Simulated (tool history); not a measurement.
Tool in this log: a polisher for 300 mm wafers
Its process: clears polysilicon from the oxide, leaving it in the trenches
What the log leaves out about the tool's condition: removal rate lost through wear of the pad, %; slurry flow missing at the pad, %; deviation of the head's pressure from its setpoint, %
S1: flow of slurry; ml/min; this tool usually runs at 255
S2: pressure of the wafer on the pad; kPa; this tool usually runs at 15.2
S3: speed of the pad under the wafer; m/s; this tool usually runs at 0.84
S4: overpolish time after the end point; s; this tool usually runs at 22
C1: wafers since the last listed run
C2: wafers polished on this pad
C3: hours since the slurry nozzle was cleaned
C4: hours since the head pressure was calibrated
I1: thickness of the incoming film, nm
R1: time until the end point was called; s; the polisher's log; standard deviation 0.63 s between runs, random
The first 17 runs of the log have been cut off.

| run | hour | S1 | S2 | S3 | S4 | C1 | C2 | C3 | C4 | I1 | R1 |
|---|---|---|---|---|---|---|---|---|---|---|---|
|  | 1284.7 | worn pad replaced by a new one |
| 18 | 1285.2 | 255 | 15.2 | 1.12 | 30 | 1429 | 4 | 229.1 | 466.1 | 725.2 | 49 |
| 19 | 1353.1 | 255 | 15.2 | 0.84 | 22 | 661 | 666 | 297 | 534 | 723.8 | 65.4 |
|  | 1380.7 | head pressure recalibrated |
| 20 | 1412.7 | 255 | 20.7 | 0.58 | 22 | 561 | 1228 | 356.6 | 32 | 716.1 | 71.5 |
| 21 | 1460.5 | 255 | 13.1 | 0.54 | 16 | 465 | 1693 | 404.4 | 79.8 | 704.2 | 103.2 |
| 22 | 1554 | 255 | 15.2 | 0.94 | 22 | 911 | 2605 | 497.9 | 173.3 | 730.1 | 59.7 |
| 23 | 1625.5 | 255 | 20 | 0.84 | 22 | 696 | 3301 | 569.4 | 244.8 | 715.6 | 55.1 |
|  | 1655.7 | slurry nozzle cleaned |
| 24 | 1711.8 | 255 | 15.2 | 0.84 | 22 | 831 | 4133 | 56.1 | 331.1 | 711.3 | 66.3 |
| 25 | 1751.2 | 165 | 11 | 0.62 | 29 | 383 | 4517 | 95.5 | 370.5 | 718.7 | 112.3 |
|  | 1794.1 | worn pad replaced by a new one |
| 26 | 1829.8 | 255 | 10.3 | 0.84 | 22 | 726 | 348 | 174.1 | 449.1 | 722.1 | 80.7 |
| 27 | 1891.8 | 185 | 15.2 | 1.02 | 32 | 604 | 952 | 236.1 | 511.1 | 717.1 | 55.6 |
|  | 1924.9 | head pressure recalibrated |
| 28 | 1983 | 255 | 15.2 | 0.84 | 22 | 869 | 1821 | 327.3 | 58.1 | 723 | 65.3 |
| 29 | 2074.9 | 190 | 13.1 | 0.92 | 22 | 895 | 2717 | 419.2 | 150 | 722.4 | 69.6 |
| 30 | 2151.2 | 255 | 15.2 | 0.84 | 22 | 743 | 3460 | 495.5 | 226.3 | 725.5 | 67.3 |
| 31 | 2213.2 | 290 | 15.2 | 0.84 | 22 | 604 | 4065 | 557.5 | 288.3 | 723.9 | 65.4 |
|  | 2224.6 | slurry nozzle cleaned |
| 32 | 2416.7 | 255 | 20 | 0.7 | 31 | 1973 | 6038 | 192.1 | 491.8 | 711.1 | 66.1 |
|  | 2429.3 | head pressure recalibrated |
|  | 2471.9 | worn pad replaced by a new one |
| 33 | 2518.2 | 255 | 15.2 | 0.98 | 13 | 930 | 450 | 293.6 | 88.9 | 721.1 | 54.7 |

Consider 5 possible next runs. They are alternatives, not a sequence: every one starts from the tool as it was left by run 33. What does each give?
| A | 2518.7 | 255 | 15.2 | 0.84 | 22 | 4 | 455 | 294.1 | 89.4 | 735.2 | ? |
| B | 2518.7 | 280 | 15.2 | 0.6 | 34 | 4 | 455 | 294.1 | 89.4 | 735.2 | ? |
| C | 2518.7 | 255 | 15.2 | 1.14 | 22 | 4 | 455 | 294.1 | 89.4 | 735.2 | ? |
| D | 2518.7 | 290 | 12.4 | 0.84 | 22 | 4 | 455 | 294.1 | 89.4 | 735.2 | ? |
| E | 2518.7 | 225 | 20.7 | 0.84 | 22 | 4 | 455 | 294.1 | 89.4 | 735.2 | ? |

| run | R1 |
|---|---|
| A | 66 |
| B | 88.1 |
| C | 49.9 |
| D | 73.4 |
| E | 54.7 |
Stripped of hidden state, with their random variation kept, the same runs would have yielded:
| run | R1 |
|---|---|
| A | 65.7 |
| B | 87.7 |
| C | 49.6 |
| D | 73 |
| E | 54.4 |
